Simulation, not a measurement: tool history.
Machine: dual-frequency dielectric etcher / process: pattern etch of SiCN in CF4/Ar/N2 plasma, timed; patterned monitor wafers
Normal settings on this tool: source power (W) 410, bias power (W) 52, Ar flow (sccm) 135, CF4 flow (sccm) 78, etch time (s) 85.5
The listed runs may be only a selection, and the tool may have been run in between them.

run,hour,source power (W),bias power (W),Ar flow (sccm),CF4 flow (sccm),etch time (s),wafers since the last listed run,hours since the last wet clean,hours since the last source power generator calibration,hours since the last bias power generator calibration,hours since the last Ar flow controller change,hours since the last CF4 flow controller change,hours since the last upper electrode change,hours since the gauge calibration,"read-back reference wafer on the same gauge, depth_nm",mean etch depth across the wafer (nm)
1,0,410,52,135,78,85.5,0,392.6,1418,2754.6,2911.2,3370.5,2203.9,127.9,59.4,55.2
2,6.8,410,52,135,78,85.5,88,399.4,1424.8,2761.4,2918,3377.3,2210.7,134.7,59.4,55.5
3,13.5,410,52,128,78,85.5,87,406.1,1431.5,2768.1,2924.7,3384,2217.4,141.4,59.4,56
4,31.3,410,52,128,78,85.5,231,423.9,1449.3,2785.9,2942.5,3401.8,2235.2,159.2,59.4,56.2
5,43.3,410,52,135,78,85.5,156,435.9,1461.3,2797.9,2954.5,3413.8,2247.2,171.2,59.4,55.6
6,58.2,410,52,135,78,85.5,194,450.8,1476.2,2812.8,2969.4,3428.7,2262.1,186.1,59.4,55.6
7,70.7,410,52,135,78,85.5,162,463.3,1488.7,2825.3,2981.9,3441.2,2274.6,198.6,59.4,55.5
8,87.7,410,52,135,78,85.5,221,480.3,1505.7,2842.3,2998.9,3458.2,2291.6,215.6,59.4,55.7
# hour 95: Ar flow controller replaced
9,99.3,410,52,135,78,85.5,72,491.9,1517.3,2853.9,4.3,3469.8,2303.2,227.2,59.4,55.9
10,115.9,410,52,135,78,85.5,216,508.5,1533.9,2870.5,20.9,3486.4,2319.8,243.8,59.4,55.7
11,125.4,440,52,101,97,63,123,518,1543.4,2880,30.4,3495.9,2329.3,253.3,59.4,47.4
12,137.4,410,52,135,78,85.5,156,530,1555.4,2892,42.4,3507.9,2341.3,265.3,59.4,55.9
13,145.9,410,52,135,60,85.5,110,538.5,1563.9,2900.5,50.9,3516.4,2349.8,273.8,59.4,53.2
# hour 158.6: gauge calibrated
# hour 165.6: bias power generator calibrated
# hour 177.2: CF4 flow controller replaced
# hour 177.5: source power generator calibrated
# hour 183: wet clean of the chamber
14,183.5,410,52,135,78,85.5,283,0.5,6,17.9,88.5,6.3,2387.4,24.9,59.4,52.1
15,183.9,440,52,135,78,85.5,5,0.9,6.4,18.3,88.9,6.7,2387.8,25.3,59.4,55.1
16,188.5,410,52,135,78,68.5,59,5.5,11,22.9,93.5,11.3,2392.4,29.9,59.4,41.8
# hour 215.2: upper electrode replaced
17,215.7,410,41,135,78,85.5,41,32.7,38.2,50.1,120.7,38.5,0.5,57.1,59.4,46.7
18,216,410,52,135,93,95,3,33,38.5,50.4,121,38.8,0.8,57.4,59.4,60
19,225.7,410,52,135,78,110,126,42.7,48.2,60.1,130.7,48.5,10.5,67.1,59.4,67.4
20,271.7,410,52,165,87,64,599,88.7,94.2,106.1,176.7,94.5,56.5,113.1,59.4,38.7
21,283.7,410,46,135,78,94.5,156,100.7,106.2,118.1,188.7,106.5,68.5,125.1,59.4,55

3 options for the next run, each taken on its own from the tool as it stands now. Forecast them:
A,284.1,410,52,135,71,85.5,5,101.1,106.6,118.5,189.1,106.9,68.9,125.5,?,?
B,284.1,410,43,107,78,85.5,5,101.1,106.6,118.5,189.1,106.9,68.9,125.5,?,?
C,284.1,410,52,135,93,85.5,5,101.1,106.6,118.5,189.1,106.9,68.9,125.5,?,?

run,"read-back reference wafer on the same gauge, depth_nm",mean etch depth across the wafer (nm)
A,59.4,51.8
B,59.4,50.4
C,59.4,54.3
Stripped of hidden state, with their random variation kept, the same runs would have yielded:
run,mean etch depth across the wafer (nm)
A,51.2
B,49.8
C,53.7
